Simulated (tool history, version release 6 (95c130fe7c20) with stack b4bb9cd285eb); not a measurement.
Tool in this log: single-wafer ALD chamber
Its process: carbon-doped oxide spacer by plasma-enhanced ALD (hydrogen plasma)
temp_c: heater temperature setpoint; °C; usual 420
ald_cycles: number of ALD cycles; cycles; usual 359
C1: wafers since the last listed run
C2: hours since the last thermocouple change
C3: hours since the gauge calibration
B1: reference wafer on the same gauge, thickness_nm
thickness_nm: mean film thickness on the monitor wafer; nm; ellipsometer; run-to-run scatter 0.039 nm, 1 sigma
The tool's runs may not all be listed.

run 1 hour=0 | temp_c=409 ald_cycles=389 | C1=0 C2=1756.8 C3=67.4 | B1=17.609 | thickness_nm=17.525
run 2 hour=25.6 | temp_c=420 ald_cycles=359 | C1=19 C2=1782.4 C3=93 | B1=17.651 | thickness_nm=15.59
run 3 hour=56.6 | temp_c=420 ald_cycles=359 | C1=23 C2=1813.4 C3=124 | B1=17.684 | thickness_nm=15.662
run 4 hour=71.2 | temp_c=420 ald_cycles=359 | C1=10 C2=1828 C3=138.6 | B1=17.687 | thickness_nm=15.674
run 5 hour=94.4 | temp_c=409 ald_cycles=359 | C1=17 C2=1851.2 C3=161.8 | B1=17.688 | thickness_nm=16.297
run 6 hour=113 | temp_c=409 ald_cycles=359 | C1=13 C2=1869.8 C3=180.4 | B1=17.719 | thickness_nm=16.269
run 7 hour=139.2 | temp_c=420 ald_cycles=359 | C1=19 C2=1896 C3=206.6 | B1=17.74 | thickness_nm=15.713
run 8 hour=155.3 | temp_c=420 ald_cycles=359 | C1=11 C2=1912.1 C3=222.7 | B1=17.762 | thickness_nm=15.823
-- hour=213 thermocouple changed; heater temperature recalibrated
run 9 hour=219.6 | temp_c=420 ald_cycles=359 | C1=41 C2=6.6 C3=287 | B1=17.765 | thickness_nm=15.7
run 10 hour=244 | temp_c=420 ald_cycles=359 | C1=18 C2=31 C3=311.4 | B1=17.79 | thickness_nm=15.73
run 11 hour=265.9 | temp_c=420 ald_cycles=359 | C1=16 C2=52.9 C3=333.3 | B1=17.778 | thickness_nm=15.746
run 12 hour=300.4 | temp_c=420 ald_cycles=359 | C1=25 C2=87.4 C3=367.8 | B1=17.795 | thickness_nm=15.763
run 13 hour=315.6 | temp_c=420 ald_cycles=359 | C1=11 C2=102.6 C3=383 | B1=17.804 | thickness_nm=15.769
run 14 hour=336.4 | temp_c=425 ald_cycles=384 | C1=15 C2=123.4 C3=403.8 | B1=17.814 | thickness_nm=16.54
run 15 hour=364.8 | temp_c=420 ald_cycles=359 | C1=21 C2=151.8 C3=432.2 | B1=17.811 | thickness_nm=15.776
run 16 hour=379.5 | temp_c=411 ald_cycles=426 | C1=10 C2=166.5 C3=446.9 | B1=17.82 | thickness_nm=19.289
run 17 hour=392.2 | temp_c=420 ald_cycles=301 | C1=9 C2=179.2 C3=459.6 | B1=17.803 | thickness_nm=13.231
run 18 hour=412.7 | temp_c=426 ald_cycles=315 | C1=15 C2=199.7 C3=480.1 | B1=17.803 | thickness_nm=13.503
-- hour=431.2 gauge calibrated
run 19 hour=435.8 | temp_c=408 ald_cycles=337 | C1=17 C2=222.8 C3=4.6 | B1=17.474 | thickness_nm=15.159
run 20 hour=516.8 | temp_c=428 ald_cycles=359 | C1=60 C2=303.8 C3=85.6 | B1=17.625 | thickness_nm=15.231
run 21 hour=532.6 | temp_c=414 ald_cycles=359 | C1=11 C2=319.6 C3=101.4 | B1=17.63 | thickness_nm=15.95
run 22 hour=549.1 | temp_c=420 ald_cycles=359 | C1=12 C2=336.1 C3=117.9 | B1=17.65 | thickness_nm=15.651
run 23 hour=571.7 | temp_c=420 ald_cycles=336 | C1=16 C2=358.7 C3=140.5 | B1=17.686 | thickness_nm=14.719
run 24 hour=598.4 | temp_c=428 ald_cycles=325 | C1=19 C2=385.4 C3=167.2 | B1=17.714 | thickness_nm=13.778

Below are 5 alternative next runs, each starting from the tool's condition after run 24. Predict each:
run A hour=599.3 | temp_c=420 ald_cycles=359 | C1=0 C2=386.3 C3=168.1 | B1=? | thickness_nm=?
run B hour=599.3 | temp_c=424 ald_cycles=324 | C1=0 C2=386.3 C3=168.1 | B1=? | thickness_nm=?
run C hour=599.3 | temp_c=425 ald_cycles=428 | C1=0 C2=386.3 C3=168.1 | B1=? | thickness_nm=?
run D hour=599.3 | temp_c=413 ald_cycles=408 | C1=0 C2=386.3 C3=168.1 | B1=? | thickness_nm=?
run E hour=599.3 | temp_c=430 ald_cycles=427 | C1=0 C2=386.3 C3=168.1 | B1=? | thickness_nm=?

run=A B1=17.706 thickness_nm=15.706
run=B B1=17.706 thickness_nm=13.97
run=C B1=17.706 thickness_nm=18.386
run=D B1=17.706 thickness_nm=18.301
run=E B1=17.706 thickness_nm=18.006
Stripped of hidden state, with their random variation kept, the same runs would have yielded:
run=A thickness_nm=15.525
run=B thickness_nm=13.809
run=C thickness_nm=18.174
run=D thickness_nm=18.09
run=E thickness_nm=17.798
